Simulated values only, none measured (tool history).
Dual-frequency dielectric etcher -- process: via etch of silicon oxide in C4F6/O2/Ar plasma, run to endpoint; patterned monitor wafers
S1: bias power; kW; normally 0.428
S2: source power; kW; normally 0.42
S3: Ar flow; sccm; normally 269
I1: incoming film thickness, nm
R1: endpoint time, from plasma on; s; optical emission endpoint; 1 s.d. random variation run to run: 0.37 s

run	day	S1	S2	S3	I1	R1
1	0	0.428	0.42	269	195.8	41.3
2	1.529	0.428	0.42	269	193	40.8
3	2.708	0.428	0.42	269	195.3	41.4
# day 3.875: bias power generator calibrated
# day 4.55: wet clean of the chamber
4	4.888	0.428	0.42	269	195.4	43.1
5	7.662	0.428	0.42	269	194.3	42
6	9.158	0.428	0.42	269	195.8	42.7
7	11.15	0.428	0.42	269	193.2	41.2
8	12.367	0.46	0.42	269	194.9	40.9
# day 12.842: Ar flow controller replaced
9	13.758	0.428	0.42	269	193.3	41.6
10	15.962	0.388	0.42	301	191.7	42.4
11	18.167	0.493	0.46	241	191.1	37.8
12	20.662	0.428	0.5	233	192.5	37.6
13	22.721	0.428	0.46	269	193	39.2
# day 23.779: wet clean of the chamber
# day 27.746: source power generator calibrated
14	27.767	0.428	0.37	269	195.9	44.5
15	30.3	0.428	0.42	269	193.7	42.5
16	31.525	0.504	0.42	228	193	39.5
17	33.746	0.428	0.42	269	194.3	41.9
18	35.862	0.396	0.35	269	193.9	44.6
19	38.188	0.51	0.42	288	192.6	39.8
# day 40.179: upper electrode replaced
20	40.2	0.428	0.39	269	194.8	42.5
# day 41.854: wet clean of the chamber
21	41.875	0.428	0.33	312	194.2	46.5
22	43.542	0.463	0.46	269	194.7	41.2
23	45.683	0.428	0.42	317	194.6	43.4
24	47.675	0.366	0.36	204	195.4	45.3
25	50.508	0.428	0.42	269	194.2	42.4
26	52.2	0.456	0.42	269	194.7	41.1
27	54.442	0.458	0.42	292	195	41.4
28	55.504	0.515	0.42	324	193.9	40
29	57.538	0.378	0.39	219	195.7	42.5
30	58.608	0.389	0.5	329	193.5	39.8

Forecast each of these 3 alternatives for the next run:
A	58.625	0.428	0.42	269	195.4	?
B	58.625	0.385	0.42	269	195.4	?
C	58.625	0.5	0.48	212	195.4	?

run	R1
A	41.5
B	42.3
C	37.8
The same runs, with their run-to-run variation unchanged, on a tool lacking any hidden condition would have given:
run	R1
A	43.4
B	44.3
C	39.6
